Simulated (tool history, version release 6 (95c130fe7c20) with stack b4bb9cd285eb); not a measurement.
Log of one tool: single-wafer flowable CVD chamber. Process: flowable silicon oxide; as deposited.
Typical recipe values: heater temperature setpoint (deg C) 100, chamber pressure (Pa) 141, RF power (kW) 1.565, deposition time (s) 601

run	hour	heater temperature setpoint (deg C)	chamber pressure (Pa)	RF power (kW)	deposition time (s)	read-back reference wafer on the same gauge, thickness_nm	mean film thickness on the monitor wafer (Å)
1	0.0	100	155	1.565	601	527.345	5401.73
2	64.3	100	155	1.565	601	527.028	5396.65
3	119.8	100	155	1.565	601	527.173	5349.24
4	162.5	105	169	1.565	601	526.757	4817.28
5	217.1	100	119	1.565	509	526.978	3633.56
6	251.4	100	119	1.565	509	527.510	3640.88
7	320.9	100	151	1.565	601	527.128	5227.82
8	377.2	100	151	1.565	601	527.539	5218.16
9	420.7	100	151	1.565	601	527.036	5203.66
# hour 588.0: RF generator calibrated
10	624.9	112	141	1.565	601	527.044	3143.25
# hour 639.4: thermocouple changed; heater temperature recalibrated
11	657.4	100	141	1.565	601	527.013	4891.41
12	718.8	100	141	1.565	601	526.535	4892.74
# hour 732.1: gauge calibrated
13	776.0	100	121	1.805	601	527.243	4507.49
14	817.6	105	169	1.565	601	527.614	4690.02
15	855.9	100	175	1.805	702	526.810	7106.92
# hour 882.0: capacitance manometer re-zeroed and calibrated
16	892.9	100	141	1.565	601	526.890	4631.26
17	1052.2	100	141	1.565	601	527.482	4656.09
# hour 1110.2: showerhead replaced
18	1110.7	100	141	1.565	601	527.003	4619.59
19	1150.7	112	161	1.565	601	527.409	3347.35
# hour 1171.1: capacitance manometer re-zeroed and calibrated, repeated, since the last time left the tool worse
20	1190.8	100	141	1.565	518	527.119	4428.78
21	1249.8	90	161	1.455	512	526.477	6812.52
22	1303.5	113	141	1.655	601	526.979	3239.51

What does the tool deliver on the next run?
# hour 1335.5: RF generator calibrated
23	1359.6	87	155	1.565	601	?	?

read-back reference wafer on the same gauge, thickness_nm: 527.052
mean film thickness on the monitor wafer (Å): 8842.72
With the hidden condition absent and the run-to-run variation left alone, this run would have shown mean film thickness on the monitor wafer (Å) 8837.32.
